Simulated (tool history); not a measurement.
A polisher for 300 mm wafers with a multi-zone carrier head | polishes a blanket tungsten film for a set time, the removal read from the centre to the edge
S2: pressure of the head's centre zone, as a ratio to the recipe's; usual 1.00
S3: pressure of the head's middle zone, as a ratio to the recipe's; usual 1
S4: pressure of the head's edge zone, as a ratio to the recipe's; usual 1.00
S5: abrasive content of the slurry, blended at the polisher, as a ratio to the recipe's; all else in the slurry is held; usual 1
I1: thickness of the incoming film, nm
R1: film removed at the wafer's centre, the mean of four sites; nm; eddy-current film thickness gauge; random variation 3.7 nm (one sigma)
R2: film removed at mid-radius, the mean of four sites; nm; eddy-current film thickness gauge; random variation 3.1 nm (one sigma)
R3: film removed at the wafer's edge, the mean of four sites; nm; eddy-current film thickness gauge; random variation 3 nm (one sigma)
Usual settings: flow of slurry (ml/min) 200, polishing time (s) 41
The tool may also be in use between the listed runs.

run 1 hour=0.0 | flow_of_slurry_(ml/min)=165 S2=1.00 S3=1 S4=1.00 S5=1 polishing_time_(s)=41 | I1=771.1 | R1=268.6 R2=271.1 R3=280.7
run 2 hour=22.2 | flow_of_slurry_(ml/min)=165 S2=1.00 S3=1 S4=1.00 S5=1 polishing_time_(s)=41 | I1=765.2 | R1=267.9 R2=266.7 R3=275.4
run 3 hour=42.4 | flow_of_slurry_(ml/min)=165 S2=1.00 S3=1 S4=1.00 S5=1 polishing_time_(s)=41 | I1=763.2 | R1=269.2 R2=268.0 R3=273.7
-- hour=52.7 worn pad replaced by a new one
run 4 hour=68.2 | flow_of_slurry_(ml/min)=220 S2=1.00 S3=1 S4=1.00 S5=1 polishing_time_(s)=41 | I1=773.8 | R1=282.2 R2=280.3 R3=295.1
run 5 hour=102.1 | flow_of_slurry_(ml/min)=220 S2=1.00 S3=1 S4=1.00 S5=1 polishing_time_(s)=41 | I1=769.2 | R1=283.6 R2=281.2 R3=291.2
run 6 hour=126.2 | flow_of_slurry_(ml/min)=220 S2=1.00 S3=1 S4=1.00 S5=1 polishing_time_(s)=41 | I1=771.3 | R1=274.8 R2=284.6 R3=293.2
-- hour=147.0 carrier head's membrane replaced by a new one
-- hour=151.1 centre zone pressure recalibrated
-- hour=151.4 edge zone pressure recalibrated
run 7 hour=153.3 | flow_of_slurry_(ml/min)=200 S2=1.00 S3=1 S4=1.00 S5=1 polishing_time_(s)=41 | I1=766.7 | R1=276.8 R2=272.0 R3=278.2
run 8 hour=168.3 | flow_of_slurry_(ml/min)=200 S2=1.00 S3=1 S4=0.94 S5=1 polishing_time_(s)=41 | I1=769.3 | R1=275.6 R2=273.4 R3=276.1
-- hour=182.2 worn pad replaced by a new one
run 9 hour=187.4 | flow_of_slurry_(ml/min)=200 S2=1.00 S3=1 S4=0.94 S5=1 polishing_time_(s)=41 | I1=765.6 | R1=267.7 R2=273.2 R3=276.4
run 10 hour=219.3 | flow_of_slurry_(ml/min)=200 S2=1.00 S3=1 S4=1.00 S5=1 polishing_time_(s)=41 | I1=773.0 | R1=269.7 R2=266.4 R3=277.2
run 11 hour=234.1 | flow_of_slurry_(ml/min)=200 S2=1.00 S3=1 S4=1.00 S5=1 polishing_time_(s)=41 | I1=773.0 | R1=270.0 R2=269.0 R3=277.0
run 12 hour=247.3 | flow_of_slurry_(ml/min)=200 S2=1.07 S3=1 S4=1.00 S5=1 polishing_time_(s)=41 | I1=765.5 | R1=281.1 R2=267.7 R3=274.9

Forecast run 13:
-- hour=262.0 slurry nozzle cleaned
run 13 hour=276.3 | flow_of_slurry_(ml/min)=200 S2=1.00 S3=1 S4=1.00 S5=1 polishing_time_(s)=41 | I1=772.0 | R1=? R2=? R3=?

Run 13 gave R1 295.9 nm, R2 296.3 nm, R3 295.9 nm.
Without the tool's hidden state the same run would have given R1 297.7 nm, R2 297.9 nm, R3 297.1 nm.

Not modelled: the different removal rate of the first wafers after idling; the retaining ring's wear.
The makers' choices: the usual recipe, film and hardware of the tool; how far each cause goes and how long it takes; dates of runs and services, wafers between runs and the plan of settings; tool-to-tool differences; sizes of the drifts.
